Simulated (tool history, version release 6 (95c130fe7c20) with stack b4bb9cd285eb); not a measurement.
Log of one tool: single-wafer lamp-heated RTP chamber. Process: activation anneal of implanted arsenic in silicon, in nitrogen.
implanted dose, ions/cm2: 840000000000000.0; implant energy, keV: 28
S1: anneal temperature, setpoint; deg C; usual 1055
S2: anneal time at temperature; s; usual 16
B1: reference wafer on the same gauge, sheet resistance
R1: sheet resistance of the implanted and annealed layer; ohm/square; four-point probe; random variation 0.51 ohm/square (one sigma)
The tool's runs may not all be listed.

{"run": 1, "hour": 0.0, "S1": 1055, "S2": 16, "B1": 111.24, "R1": 127.75}
{"run": 2, "hour": 28.7, "S1": 1055, "S2": 16, "B1": 111.38, "R1": 126.59}
{"run": 3, "hour": 71.2, "S1": 1055, "S2": 16, "B1": 111.38, "R1": 128.7}
{"hour": 79.8, "done": "pyrometer window cleaned and pyrometer calibrated"}
{"run": 4, "hour": 201.9, "S1": 1055, "S2": 16, "B1": 111.76, "R1": 127.93}
{"run": 5, "hour": 268.2, "S1": 1055, "S2": 16, "B1": 111.92, "R1": 127.54}
{"run": 6, "hour": 335.5, "S1": 1055, "S2": 16, "B1": 111.96, "R1": 128.65}
{"run": 7, "hour": 377.4, "S1": 1041, "S2": 18, "B1": 112.04, "R1": 128.33}
{"hour": 391.2, "done": "reflector plate cleaned"}
{"run": 8, "hour": 419.1, "S1": 1041, "S2": 18, "B1": 112.15, "R1": 129.97}
{"run": 9, "hour": 467.8, "S1": 1041, "S2": 18, "B1": 112.1, "R1": 130.22}
{"run": 10, "hour": 496.8, "S1": 1077, "S2": 20, "B1": 112.39, "R1": 124.95}
{"hour": 533.6, "done": "pyrometer window cleaned and pyrometer calibrated"}
{"run": 11, "hour": 549.1, "S1": 1055, "S2": 16, "B1": 112.27, "R1": 129.44}
{"run": 12, "hour": 612.8, "S1": 1055, "S2": 16, "B1": 112.43, "R1": 128.7}
{"run": 13, "hour": 677.9, "S1": 1055, "S2": 16, "B1": 112.49, "R1": 128.39}
{"run": 14, "hour": 721.5, "S1": 1055, "S2": 16, "B1": 112.47, "R1": 127.83}
{"run": 15, "hour": 761.2, "S1": 1078, "S2": 22, "B1": 112.51, "R1": 124.63}
{"run": 16, "hour": 950.6, "S1": 1036, "S2": 20, "B1": 112.74, "R1": 130.14}
{"hour": 967.9, "done": "pyrometer window cleaned and pyrometer calibrated"}
{"hour": 996.3, "done": "reflector plate cleaned"}
{"run": 17, "hour": 1000.1, "S1": 1084, "S2": 22, "B1": 112.88, "R1": 123.47}
{"run": 18, "hour": 1041.7, "S1": 1041, "S2": 23, "B1": 112.61, "R1": 129.09}
{"run": 19, "hour": 1094.2, "S1": 1025, "S2": 23, "B1": 112.71, "R1": 131.0}
{"run": 20, "hour": 1151.2, "S1": 1080, "S2": 21, "B1": 112.79, "R1": 124.35}
{"run": 21, "hour": 1182.9, "S1": 1078, "S2": 22, "B1": 112.81, "R1": 123.61}
{"run": 22, "hour": 1238.3, "S1": 1055, "S2": 16, "B1": 112.76, "R1": 128.83}
{"run": 23, "hour": 1280.5, "S1": 1055, "S2": 16, "B1": 112.78, "R1": 129.1}
{"hour": 1341.8, "done": "gauge calibrated"}
{"run": 24, "hour": 1350.8, "S1": 1055, "S2": 21, "B1": 110.51, "R1": 125.49}
{"hour": 1411.1, "done": "pyrometer window cleaned and pyrometer calibrated"}
{"run": 25, "hour": 1411.6, "S1": 1063, "S2": 16, "B1": 111.0, "R1": 127.3}
{"run": 26, "hour": 1469.5, "S1": 1082, "S2": 16, "B1": 111.21, "R1": 123.23}
{"run": 27, "hour": 1523.3, "S1": 1041, "S2": 16, "B1": 111.33, "R1": 128.99}
{"run": 28, "hour": 1595.0, "S1": 1080, "S2": 16, "B1": 111.75, "R1": 124.19}
{"run": 29, "hour": 1640.4, "S1": 1055, "S2": 7, "B1": 112.0, "R1": 132.26}
{"run": 30, "hour": 1692.6, "S1": 1081, "S2": 19, "B1": 112.1, "R1": 123.87}
{"run": 31, "hour": 1727.2, "S1": 1041, "S2": 18, "B1": 112.07, "R1": 130.16}
{"hour": 1760.5, "done": "reflector plate cleaned"}
{"run": 32, "hour": 1761.0, "S1": 1055, "S2": 16, "B1": 112.28, "R1": 129.07}
{"run": 33, "hour": 1821.8, "S1": 1031, "S2": 19, "B1": 112.54, "R1": 130.1}
{"hour": 1835.6, "done": "pyrometer window cleaned and pyrometer calibrated"}
{"run": 34, "hour": 1850.8, "S1": 1055, "S2": 16, "B1": 112.63, "R1": 128.92}
{"run": 35, "hour": 1917.0, "S1": 1046, "S2": 24, "B1": 112.78, "R1": 127.95}
{"run": 36, "hour": 1944.0, "S1": 1030, "S2": 23, "B1": 112.59, "R1": 129.77}
{"run": 37, "hour": 2000.9, "S1": 1055, "S2": 16, "B1": 112.85, "R1": 129.24}

Measured less the same run without the tool's hidden state. The same run-to-run variation is in both; the gauge's scatter may not be:
The hidden state here: true wafer temperature minus pyrometer reading, K; wafer temperature error from the tarnished reflector plate, K; gauge reads high (%).
run=1 R1=+1.50
run=2 R1=+1.58
run=3 R1=+1.73
run=4 R1=+2.06
run=5 R1=+2.20
run=6 R1=+2.35
run=7 R1=+2.42
run=8 R1=+2.52
run=9 R1=+2.60
run=10 R1=+2.54
run=11 R1=+2.70
run=12 R1=+2.76
run=13 R1=+2.82
run=14 R1=+2.85
run=15 R1=+2.82
run=16 R1=+3.08
run=17 R1=+2.95
run=18 R1=+3.11
run=19 R1=+3.18
run=20 R1=+3.05
run=21 R1=+3.04
run=22 R1=+3.20
run=23 R1=+3.21
run=24 R1=+0.64
run=25 R1=+1.04
run=26 R1=+1.31
run=27 R1=+1.64
run=28 R1=+1.89
run=29 R1=+2.20
run=30 R1=+2.25
run=31 R1=+2.48
run=32 R1=+2.58
run=33 R1=+2.78
run=34 R1=+2.84
run=35 R1=+2.98
run=36 R1=+3.09
run=37 R1=+3.20
